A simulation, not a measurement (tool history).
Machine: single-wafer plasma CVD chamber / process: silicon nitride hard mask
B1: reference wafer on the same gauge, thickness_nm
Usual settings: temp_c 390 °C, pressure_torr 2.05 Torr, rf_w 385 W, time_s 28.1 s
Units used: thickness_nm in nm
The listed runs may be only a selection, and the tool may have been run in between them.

{"run": 1, "hour": 0.0, "temp_c": 390, "pressure_torr": 2.05, "rf_w": 385, "time_s": 28.1, "B1": 33.493, "thickness_nm": 37.499}
{"run": 2, "hour": 133.5, "temp_c": 390, "pressure_torr": 2.05, "rf_w": 385, "time_s": 28.1, "B1": 33.516, "thickness_nm": 37.31}
{"run": 3, "hour": 196.6, "temp_c": 390, "pressure_torr": 2.05, "rf_w": 385, "time_s": 28.1, "B1": 33.448, "thickness_nm": 36.855}
{"run": 4, "hour": 234.1, "temp_c": 390, "pressure_torr": 2.05, "rf_w": 385, "time_s": 28.1, "B1": 33.486, "thickness_nm": 37.111}
{"run": 5, "hour": 271.8, "temp_c": 390, "pressure_torr": 2.05, "rf_w": 385, "time_s": 28.1, "B1": 33.596, "thickness_nm": 37.202}
{"run": 6, "hour": 318.8, "temp_c": 390, "pressure_torr": 2.05, "rf_w": 385, "time_s": 28.1, "B1": 33.491, "thickness_nm": 37.169}
{"run": 7, "hour": 400.6, "temp_c": 390, "pressure_torr": 2.05, "rf_w": 385, "time_s": 28.1, "B1": 33.404, "thickness_nm": 36.875}
{"hour": 420.7, "done": "RF generator calibrated"}
{"run": 8, "hour": 451.8, "temp_c": 390, "pressure_torr": 2.05, "rf_w": 385, "time_s": 28.1, "B1": 33.541, "thickness_nm": 38.206}
{"hour": 518.9, "done": "gauge calibrated"}
{"run": 9, "hour": 524.7, "temp_c": 390, "pressure_torr": 2.05, "rf_w": 385, "time_s": 28.1, "B1": 33.441, "thickness_nm": 38.272}
{"run": 10, "hour": 596.8, "temp_c": 390, "pressure_torr": 2.05, "rf_w": 385, "time_s": 28.1, "B1": 33.435, "thickness_nm": 38.397}
{"run": 11, "hour": 655.7, "temp_c": 390, "pressure_torr": 2.18, "rf_w": 385, "time_s": 28.1, "B1": 33.447, "thickness_nm": 38.674}
{"run": 12, "hour": 740.6, "temp_c": 390, "pressure_torr": 2.05, "rf_w": 385, "time_s": 28.1, "B1": 33.484, "thickness_nm": 38.3}
{"run": 13, "hour": 940.6, "temp_c": 390, "pressure_torr": 2.37, "rf_w": 445, "time_s": 30.1, "B1": 33.538, "thickness_nm": 46.748}
{"run": 14, "hour": 1002.0, "temp_c": 390, "pressure_torr": 2.05, "rf_w": 385, "time_s": 28.1, "B1": 33.528, "thickness_nm": 38.3}
{"hour": 1024.0, "done": "showerhead replaced"}
{"run": 15, "hour": 1057.8, "temp_c": 390, "pressure_torr": 2.54, "rf_w": 330, "time_s": 23.6, "B1": 33.532, "thickness_nm": 29.799}
{"hour": 1078.7, "done": "capacitance manometer re-zeroed and calibrated"}
{"run": 16, "hour": 1123.2, "temp_c": 404, "pressure_torr": 2.05, "rf_w": 385, "time_s": 33.2, "B1": 33.492, "thickness_nm": 44.979}
{"run": 17, "hour": 1217.0, "temp_c": 400, "pressure_torr": 1.77, "rf_w": 335, "time_s": 23.1, "B1": 33.506, "thickness_nm": 27.235}
{"run": 18, "hour": 1272.2, "temp_c": 379, "pressure_torr": 1.79, "rf_w": 385, "time_s": 25.8, "B1": 33.519, "thickness_nm": 34.248}
{"run": 19, "hour": 1323.5, "temp_c": 390, "pressure_torr": 1.92, "rf_w": 330, "time_s": 30.6, "B1": 33.436, "thickness_nm": 36.185}
{"hour": 1400.3, "done": "thermocouple changed; heater temperature recalibrated"}
{"run": 20, "hour": 1407.8, "temp_c": 404, "pressure_torr": 2.05, "rf_w": 385, "time_s": 28.1, "B1": 33.43, "thickness_nm": 37.786}
{"run": 21, "hour": 1493.1, "temp_c": 390, "pressure_torr": 1.83, "rf_w": 385, "time_s": 31.8, "B1": 33.503, "thickness_nm": 42.235}
{"run": 22, "hour": 1535.3, "temp_c": 390, "pressure_torr": 2.05, "rf_w": 385, "time_s": 28.1, "B1": 33.572, "thickness_nm": 37.716}
{"run": 23, "hour": 1623.9, "temp_c": 400, "pressure_torr": 2.27, "rf_w": 385, "time_s": 28.1, "B1": 33.49, "thickness_nm": 38.567}
{"run": 24, "hour": 1706.6, "temp_c": 390, "pressure_torr": 2.05, "rf_w": 385, "time_s": 32.2, "B1": 33.513, "thickness_nm": 43.272}
{"run": 25, "hour": 1763.8, "temp_c": 404, "pressure_torr": 2.05, "rf_w": 385, "time_s": 28.1, "B1": 33.499, "thickness_nm": 37.564}
{"run": 26, "hour": 1804.1, "temp_c": 390, "pressure_torr": 2.05, "rf_w": 385, "time_s": 32.2, "B1": 33.471, "thickness_nm": 43.031}
{"run": 27, "hour": 1842.6, "temp_c": 390, "pressure_torr": 2.43, "rf_w": 345, "time_s": 28.1, "B1": 33.554, "thickness_nm": 35.803}
{"run": 28, "hour": 1922.1, "temp_c": 390, "pressure_torr": 2.05, "rf_w": 385, "time_s": 33, "B1": 33.543, "thickness_nm": 44.043}

What if the next run were any one of these 4? Each begins from the tool's condition after run 28:
{"run": "A", "hour": 1922.5, "temp_c": 390, "pressure_torr": 2.05, "rf_w": 440, "time_s": 28.1, "B1": "?", "thickness_nm": "?"}
{"run": "B", "hour": 1922.5, "temp_c": 390, "pressure_torr": 2.48, "rf_w": 325, "time_s": 25.5, "B1": "?", "thickness_nm": "?"}
{"run": "C", "hour": 1922.5, "temp_c": 390, "pressure_torr": 1.8, "rf_w": 385, "time_s": 28.1, "B1": "?", "thickness_nm": "?"}
{"run": "D", "hour": 1922.5, "temp_c": 390, "pressure_torr": 2.05, "rf_w": 430, "time_s": 24.3, "B1": "?", "thickness_nm": "?"}

run=A B1=33.475 thickness_nm=41.503
run=B B1=33.475 thickness_nm=31.081
run=C B1=33.475 thickness_nm=36.744
run=D B1=33.475 thickness_nm=35.337
Stripped of hidden state, with their random variation kept, the same runs would have yielded:
run=A thickness_nm=42.362
run=B thickness_nm=31.808
run=C thickness_nm=37.565
run=D thickness_nm=36.068
